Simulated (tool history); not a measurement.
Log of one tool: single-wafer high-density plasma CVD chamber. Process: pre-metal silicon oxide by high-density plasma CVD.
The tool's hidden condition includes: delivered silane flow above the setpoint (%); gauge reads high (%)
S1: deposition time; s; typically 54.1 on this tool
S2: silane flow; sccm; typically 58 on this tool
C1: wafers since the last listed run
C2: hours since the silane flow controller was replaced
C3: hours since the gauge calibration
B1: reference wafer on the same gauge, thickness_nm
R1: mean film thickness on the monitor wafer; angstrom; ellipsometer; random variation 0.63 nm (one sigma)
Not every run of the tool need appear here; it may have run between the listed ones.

run	day	S1	S2	C1	C2	C3	B1	R1
1	0.000	62.2	58	0	4195.1	77.6	368.034	3610.68
2	1.458	62.2	58	758	4230.1	112.6	368.268	3603.90
3	2.575	62.2	58	581	4256.9	139.4	368.072	3600.67
4	3.662	49.6	61	565	4283.0	165.5	367.995	3021.12
5	4.700	54.1	58	539	4307.9	190.4	368.085	3137.37
6	6.012	54.1	58	683	4339.4	221.9	367.801	3133.99
7	6.967	54.1	58	496	4362.3	244.8	368.207	3136.71
8	8.175	54.1	58	628	4391.3	273.8	368.050	3127.63
9	8.721	54.1	58	284	4404.4	286.9	368.126	3136.75
10	10.129	54.1	58	732	4438.2	320.7	367.930	3128.67
11	11.246	54.1	58	581	4465.0	347.5	367.929	3137.91
12	11.783	54.1	58	279	4477.9	360.4	367.803	3127.78
13	15.800	50.3	62	2090	4574.3	456.8	367.801	3116.14
14	17.250	48.8	63	754	4609.1	491.6	367.993	3084.85
# day 17.688: gauge calibrated
15	18.275	58.8	61	533	4633.7	14.1	368.080	3577.66
16	18.996	63.6	49	375	4651.0	31.4	367.847	3111.70
# day 19.812: silane flow controller replaced
17	19.871	48.6	68	281	1.4	52.4	367.915	3537.22
18	20.708	60.8	48	435	21.5	72.5	368.087	3119.58
19	21.971	63.1	53	657	51.8	102.8	367.976	3572.09
20	23.146	57.9	67	611	80.0	131.0	368.130	4135.76
21	23.967	63.1	51	427	99.7	150.7	367.997	3432.66
22	25.167	54.1	58	624	128.5	179.5	367.905	3337.28
23	25.867	54.1	58	364	145.3	196.3	367.878	3342.29
24	26.900	63.6	68	537	170.1	221.1	367.842	4583.79

Predict each of these 4 candidate next runs independently; none follows another, all start after run 24:
A	26.917	60.5	58	8	170.5	221.5	?	?
B	26.917	44.4	55	8	170.5	221.5	?	?
C	26.917	57.8	67	8	170.5	221.5	?	?
D	26.917	44.7	58	8	170.5	221.5	?	?

run	B1	R1
A	367.819	3724.40
B	367.819	2591.90
C	367.819	4110.32
D	367.819	2751.74
Without the tool's unlogged condition, the same runs would have read:
run	R1
A	3733.88
B	2598.50
C	4120.78
D	2758.75
